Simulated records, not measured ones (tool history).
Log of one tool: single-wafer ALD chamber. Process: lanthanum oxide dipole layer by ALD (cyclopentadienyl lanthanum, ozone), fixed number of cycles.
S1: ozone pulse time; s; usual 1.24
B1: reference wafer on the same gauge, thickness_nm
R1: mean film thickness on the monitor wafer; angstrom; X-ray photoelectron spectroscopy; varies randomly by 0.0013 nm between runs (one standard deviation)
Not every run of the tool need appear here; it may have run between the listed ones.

run,hour,S1,B1,R1
1,0,1.24,0.526,4.82
2,13.4,1.24,0.526,4.79
3,25.4,1.62,0.526,5.14
4,42.3,1.62,0.526,5.13
5,51.5,1.62,0.525,5.14
6,65.1,1.24,0.526,4.82
7,82.1,1.24,0.527,4.81
# hour 96: gauge calibrated
8,99.9,1.24,0.526,4.81
9,108.7,1.24,0.526,4.82
10,126,1.09,0.526,4.62
# hour 147.5: showerhead replaced
11,148,1.24,0.526,4.79
12,155.3,1.06,0.526,4.58

Expected results for the next run?
13,170.2,1.24,?,?

Run 13 came out at B1 0.526, R1 4.79 angstrom.
Were there no unlogged condition in the tool, this run, its random variation unchanged, would have produced R1 5.19 angstrom.
